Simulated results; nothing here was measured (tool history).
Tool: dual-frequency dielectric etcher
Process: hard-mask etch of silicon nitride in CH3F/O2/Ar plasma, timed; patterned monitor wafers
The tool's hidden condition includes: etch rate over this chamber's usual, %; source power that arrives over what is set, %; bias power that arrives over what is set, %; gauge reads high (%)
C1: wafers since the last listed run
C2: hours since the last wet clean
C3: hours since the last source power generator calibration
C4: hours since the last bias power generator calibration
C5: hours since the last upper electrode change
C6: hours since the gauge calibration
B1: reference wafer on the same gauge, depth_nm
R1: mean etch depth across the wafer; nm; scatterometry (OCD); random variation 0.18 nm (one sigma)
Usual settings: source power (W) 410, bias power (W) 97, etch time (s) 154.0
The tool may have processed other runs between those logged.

Run 1, hour 0.0: usual settings; C1 0; C2 505.6; C3 2552.8; C4 3037.6; C5 3173.5; C6 57.4; B1 97.0. Result: R1 124.3 nm.
Run 2, hour 16.2: usual settings; C1 152; C2 521.8; C3 2569.0; C4 3053.8; C5 3189.7; C6 73.6; B1 96.9. Result: R1 124.5 nm.
Run 3, hour 28.0: usual settings; C1 110; C2 533.6; C3 2580.8; C4 3065.6; C5 3201.5; C6 85.4; B1 97.0. Result: R1 124.7 nm.
Run 4, hour 34.4: usual settings; C1 60; C2 540.0; C3 2587.2; C4 3072.0; C5 3207.9; C6 91.8; B1 97.0. Result: R1 124.7 nm.
Run 5, hour 49.5: usual settings but etch time (s) 190.5; C1 141; C2 555.1; C3 2602.3; C4 3087.1; C5 3223.0; C6 106.9; B1 97.0. Result: R1 154.3 nm.
Run 6, hour 66.5: usual settings but etch time (s) 190.5; C1 159; C2 572.1; C3 2619.3; C4 3104.1; C5 3240.0; C6 123.9; B1 96.9. Result: R1 154.6 nm.
Run 7, hour 80.8: usual settings but etch time (s) 190.5; C1 134; C2 586.4; C3 2633.6; C4 3118.4; C5 3254.3; C6 138.2; B1 97.0. Result: R1 154.1 nm.
Run 8, hour 93.8: usual settings; C1 122; C2 599.4; C3 2646.6; C4 3131.4; C5 3267.3; C6 151.2; B1 97.0. Result: R1 124.9 nm.
At hour 114.5: bias power generator calibrated.
At hour 120.6: wet clean of the chamber.
Run 9, hour 121.1: usual settings; C1 161; C2 0.5; C3 2673.9; C4 6.6; C5 3294.6; C6 178.5; B1 97.0. Result: R1 120.1 nm.
Run 10, hour 121.4: usual settings; C1 2; C2 0.8; C3 2674.2; C4 6.9; C5 3294.9; C6 178.8; B1 97.0. Result: R1 120.6 nm.
Run 11, hour 128.4: usual settings; C1 65; C2 7.8; C3 2681.2; C4 13.9; C5 3301.9; C6 185.8; B1 97.0. Result: R1 120.8 nm.
Run 12, hour 143.4: usual settings but bias power (W) 82; C1 140; C2 22.8; C3 2696.2; C4 28.9; C5 3316.9; C6 200.8; B1 97.0. Result: R1 113.2 nm.
At hour 145.2: gauge calibrated.
Run 13, hour 153.6: usual settings; C1 95; C2 33.0; C3 2706.4; C4 39.1; C5 3327.1; C6 8.4; B1 96.9. Result: R1 120.4 nm.
Run 14, hour 165.7: usual settings but source power (W) 480, bias power (W) 106, etch time (s) 168.0; C1 113; C2 45.1; C3 2718.5; C4 51.2; C5 3339.2; C6 20.5; B1 97.0. Result: R1 143.7 nm.
Run 15, hour 178.5: usual settings but source power (W) 510, bias power (W) 110, etch time (s) 110.0; C1 120; C2 57.9; C3 2731.3; C4 64.0; C5 3352.0; C6 33.3; B1 97.0. Result: R1 97.5 nm.
Run 16, hour 195.3: usual settings but source power (W) 380, bias power (W) 111; C1 157; C2 74.7; C3 2748.1; C4 80.8; C5 3368.8; C6 50.1; B1 97.0. Result: R1 123.9 nm.
Run 17, hour 206.9: usual settings but source power (W) 490, bias power (W) 75, etch time (s) 119.0; C1 109; C2 86.3; C3 2759.7; C4 92.4; C5 3380.4; C6 61.7; B1 97.0. Result: R1 90.2 nm.
Run 18, hour 222.9: usual settings but source power (W) 470; C1 150; C2 102.3; C3 2775.7; C4 108.4; C5 3396.4; C6 77.7; B1 97.0. Result: R1 126.4 nm.
At hour 250.2: upper electrode replaced.
At hour 250.7: source power generator calibrated.
Run 19, hour 251.2: usual settings but source power (W) 340, bias power (W) 77, etch time (s) 184.0; C1 36; C2 130.6; C3 0.5; C4 136.7; C5 1.0; C6 106.0; B1 97.0. Result: R1 124.7 nm.
Run 20, hour 251.5: usual settings but source power (W) 460; C1 2; C2 130.9; C3 0.8; C4 137.0; C5 1.3; C6 106.3; B1 97.0. Result: R1 126.0 nm.
Run 21, hour 257.0: usual settings; C1 51; C2 136.4; C3 6.3; C4 142.5; C5 6.8; C6 111.8; B1 97.0. Result: R1 121.4 nm.
Run 22, hour 274.4: usual settings but source power (W) 490, bias power (W) 108, etch time (s) 198.5; C1 163; C2 153.8; C3 23.7; C4 159.9; C5 24.2; C6 129.2; B1 97.0. Result: R1 173.1 nm.
Run 23, hour 286.4: usual settings but source power (W) 330, bias power (W) 77, etch time (s) 139.5; C1 112; C2 165.8; C3 35.7; C4 171.9; C5 36.2; C6 141.2; B1 97.0. Result: R1 93.9 nm.
Run 24, hour 299.4: usual settings but source power (W) 440; C1 122; C2 178.8; C3 48.7; C4 184.9; C5 49.2; C6 154.2; B1 97.0. Result: R1 124.7 nm.
Run 25, hour 313.8: usual settings; C1 135; C2 193.2; C3 63.1; C4 199.3; C5 63.6; C6 168.6; B1 97.0. Result: R1 121.7 nm.

Exercise: give the hidden state of the tool at every run:
source power that arrives over what is set, %: 0 across all the runs
bias power that arrives over what is set, %: 0 across all the runs
gauge reads high (%): 0 across all the runs
H1: etch rate over this chamber's usual, %
run       H1
  1      3.2
  2      3.3
  3     3.38
  4     3.42
  5     3.52
  6     3.63
  7     3.72
  8     3.81
  9   -0.123
 10   -0.121
 11  -0.0758
 12   0.0221
 13   0.0886
 14    0.168
 15    0.251
 16    0.361
 17    0.436
 18    0.541
 19    0.725
 20    0.727
 21    0.763
 22    0.877
 23    0.955
 24     1.04
 25     1.13
